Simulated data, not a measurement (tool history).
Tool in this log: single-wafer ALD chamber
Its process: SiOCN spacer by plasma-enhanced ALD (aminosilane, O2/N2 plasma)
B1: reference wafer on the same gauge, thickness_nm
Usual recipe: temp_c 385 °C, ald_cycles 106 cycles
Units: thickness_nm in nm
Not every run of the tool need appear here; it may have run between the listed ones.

Run 1, hour 0.0: usual settings but ald_cycles 114 cycles; B1 6.321. Result: thickness_nm 7.172 nm.
Run 2, hour 14.4: usual settings but ald_cycles 114 cycles; B1 6.317. Result: thickness_nm 7.191 nm.
Run 3, hour 21.1: usual settings but temp_c 378 °C; B1 6.322. Result: thickness_nm 6.733 nm.
At hour 22.2: gauge calibrated.
Run 4, hour 35.1: usual settings but temp_c 393 °C; B1 6.319. Result: thickness_nm 6.695 nm.
Run 5, hour 43.2: usual settings; B1 6.321. Result: thickness_nm 6.706 nm.
Run 6, hour 55.6: usual settings; B1 6.326. Result: thickness_nm 6.718 nm.
Run 7, hour 72.4: usual settings; B1 6.321. Result: thickness_nm 6.707 nm.
Run 8, hour 90.1: usual settings; B1 6.326. Result: thickness_nm 6.686 nm.
Run 9, hour 105.7: usual settings; B1 6.322. Result: thickness_nm 6.722 nm.
Run 10, hour 121.6: usual settings; B1 6.319. Result: thickness_nm 6.723 nm.
Run 11, hour 136.0: usual settings but ald_cycles 89 cycles; B1 6.324. Result: thickness_nm 5.589 nm.
Run 12, hour 150.1: usual settings but ald_cycles 89 cycles; B1 6.322. Result: thickness_nm 5.646 nm.
At hour 162.3: thermocouple changed; heater temperature recalibrated.
Run 13, hour 191.6: usual settings but temp_c 393 °C, ald_cycles 121 cycles; B1 6.326. Result: thickness_nm 7.588 nm.
Run 14, hour 199.4: usual settings but temp_c 380 °C, ald_cycles 113 cycles; B1 6.319. Result: thickness_nm 7.119 nm.
Run 15, hour 210.6: usual settings but temp_c 392 °C, ald_cycles 119 cycles; B1 6.322. Result: thickness_nm 7.512 nm.
Run 16, hour 224.6: usual settings but temp_c 371 °C, ald_cycles 95 cycles; B1 6.323. Result: thickness_nm 5.994 nm.
Run 17, hour 241.0: usual settings but temp_c 373 °C, ald_cycles 121 cycles; B1 6.322. Result: thickness_nm 7.673 nm.
At hour 241.8: gauge calibrated.
Run 18, hour 253.7: usual settings; B1 6.321. Result: thickness_nm 6.655 nm.
Run 19, hour 266.5: usual settings but temp_c 393 °C, ald_cycles 87 cycles; B1 6.324. Result: thickness_nm 5.498 nm.
Run 20, hour 284.4: usual settings; B1 6.317. Result: thickness_nm 6.664 nm.
Run 21, hour 294.2: usual settings but temp_c 374 °C; B1 6.315. Result: thickness_nm 6.671 nm.
Run 22, hour 305.5: usual settings but temp_c 399 °C; B1 6.322. Result: thickness_nm 6.649 nm.
Run 23, hour 319.9: usual settings but ald_cycles 113 cycles; B1 6.322. Result: thickness_nm 7.093 nm.
Run 24, hour 337.0: usual settings but temp_c 371 °C, ald_cycles 117 cycles; B1 6.326. Result: thickness_nm 7.390 nm.

4 options for the next run, each taken on its own from the tool as it stands now. Forecast them:
Run A, hour 337.6: usual settings; B1 ?. Result: thickness_nm ?.
Run B, hour 337.6: usual settings but temp_c 394 °C, ald_cycles 88 cycles; B1 ?. Result: thickness_nm ?.
Run C, hour 337.6: usual settings but temp_c 395 °C; B1 ?. Result: thickness_nm ?.
Run D, hour 337.6: usual settings but temp_c 396 °C, ald_cycles 90 cycles; B1 ?. Result: thickness_nm ?.

run     B1  thickness_nm
  A  6.327         6.686
  B  6.327         5.551
  C  6.327         6.686
  D  6.327         5.677
Take away the tool's hidden state, keep each run's random variation, and the runs would have read:
run  thickness_nm
  A         6.686
  B         5.551
  C         6.686
  D         5.677

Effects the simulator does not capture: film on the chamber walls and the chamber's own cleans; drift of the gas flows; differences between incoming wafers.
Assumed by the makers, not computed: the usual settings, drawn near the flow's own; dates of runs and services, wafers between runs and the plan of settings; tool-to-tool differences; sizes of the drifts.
